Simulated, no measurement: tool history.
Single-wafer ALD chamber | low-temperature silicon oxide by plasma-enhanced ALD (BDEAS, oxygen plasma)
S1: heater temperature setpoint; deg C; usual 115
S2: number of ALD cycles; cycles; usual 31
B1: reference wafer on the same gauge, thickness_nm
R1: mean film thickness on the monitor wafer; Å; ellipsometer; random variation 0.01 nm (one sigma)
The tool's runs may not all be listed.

{"run": 1, "hour": 0.0, "S1": 110, "S2": 31, "B1": 4.452, "R1": 41.96}
{"hour": 13.5, "done": "gauge calibrated"}
{"run": 2, "hour": 14.6, "S1": 110, "S2": 31, "B1": 4.454, "R1": 42.03}
{"run": 3, "hour": 22.7, "S1": 110, "S2": 31, "B1": 4.45, "R1": 41.93}
{"run": 4, "hour": 31.9, "S1": 111, "S2": 31, "B1": 4.449, "R1": 42.01}
{"run": 5, "hour": 41.2, "S1": 111, "S2": 31, "B1": 4.45, "R1": 41.99}
{"run": 6, "hour": 52.0, "S1": 115, "S2": 31, "B1": 4.452, "R1": 41.59}
{"run": 7, "hour": 61.2, "S1": 115, "S2": 31, "B1": 4.451, "R1": 41.7}
{"run": 8, "hour": 67.3, "S1": 115, "S2": 31, "B1": 4.449, "R1": 41.55}
{"run": 9, "hour": 76.3, "S1": 115, "S2": 31, "B1": 4.45, "R1": 41.64}
{"run": 10, "hour": 82.8, "S1": 115, "S2": 31, "B1": 4.446, "R1": 41.45}
{"run": 11, "hour": 114.9, "S1": 115, "S2": 31, "B1": 4.445, "R1": 41.47}
{"run": 12, "hour": 131.3, "S1": 115, "S2": 31, "B1": 4.453, "R1": 41.61}
{"run": 13, "hour": 144.8, "S1": 115, "S2": 31, "B1": 4.447, "R1": 41.51}
{"run": 14, "hour": 152.0, "S1": 115, "S2": 31, "B1": 4.447, "R1": 41.7}
{"run": 15, "hour": 165.7, "S1": 115, "S2": 31, "B1": 4.448, "R1": 41.58}
{"run": 16, "hour": 178.0, "S1": 115, "S2": 31, "B1": 4.454, "R1": 41.39}
{"run": 17, "hour": 195.5, "S1": 115, "S2": 31, "B1": 4.45, "R1": 41.65}
{"run": 18, "hour": 213.8, "S1": 115, "S2": 31, "B1": 4.455, "R1": 41.53}
{"run": 19, "hour": 223.7, "S1": 115, "S2": 31, "B1": 4.448, "R1": 41.7}
{"run": 20, "hour": 234.4, "S1": 115, "S2": 31, "B1": 4.454, "R1": 41.67}
{"run": 21, "hour": 250.5, "S1": 115, "S2": 31, "B1": 4.448, "R1": 41.53}
{"run": 22, "hour": 264.6, "S1": 115, "S2": 31, "B1": 4.451, "R1": 41.54}
{"run": 23, "hour": 273.9, "S1": 101, "S2": 36, "B1": 4.457, "R1": 49.57}
{"run": 24, "hour": 289.7, "S1": 124, "S2": 29, "B1": 4.447, "R1": 38.4}
{"run": 25, "hour": 297.7, "S1": 109, "S2": 34, "B1": 4.455, "R1": 46.12}
{"run": 26, "hour": 314.7, "S1": 120, "S2": 34, "B1": 4.457, "R1": 45.16}
{"hour": 320.9, "done": "gauge calibrated"}
{"run": 27, "hour": 327.4, "S1": 115, "S2": 37, "B1": 4.45, "R1": 49.52}
{"run": 28, "hour": 339.2, "S1": 125, "S2": 33, "B1": 4.448, "R1": 43.68}
{"hour": 351.7, "done": "thermocouple changed; heater temperature recalibrated"}
{"run": 29, "hour": 352.2, "S1": 115, "S2": 31, "B1": 4.448, "R1": 41.73}
{"run": 30, "hour": 360.5, "S1": 124, "S2": 34, "B1": 4.448, "R1": 44.87}
{"run": 31, "hour": 373.9, "S1": 115, "S2": 31, "B1": 4.454, "R1": 41.58}
{"run": 32, "hour": 386.8, "S1": 115, "S2": 27, "B1": 4.449, "R1": 36.31}
{"run": 33, "hour": 394.0, "S1": 104, "S2": 37, "B1": 4.445, "R1": 50.54}

Estimate the outcome of run 34 from the log above:
{"run": 34, "hour": 401.7, "S1": 115, "S2": 31, "B1": "?", "R1": "?"}

{"run 34": {"B1": 4.448, "R1": 41.59}}
Take away the tool's hidden state, keep the run-to-run variation as it was, and the same run would have given R1 41.59 Å.

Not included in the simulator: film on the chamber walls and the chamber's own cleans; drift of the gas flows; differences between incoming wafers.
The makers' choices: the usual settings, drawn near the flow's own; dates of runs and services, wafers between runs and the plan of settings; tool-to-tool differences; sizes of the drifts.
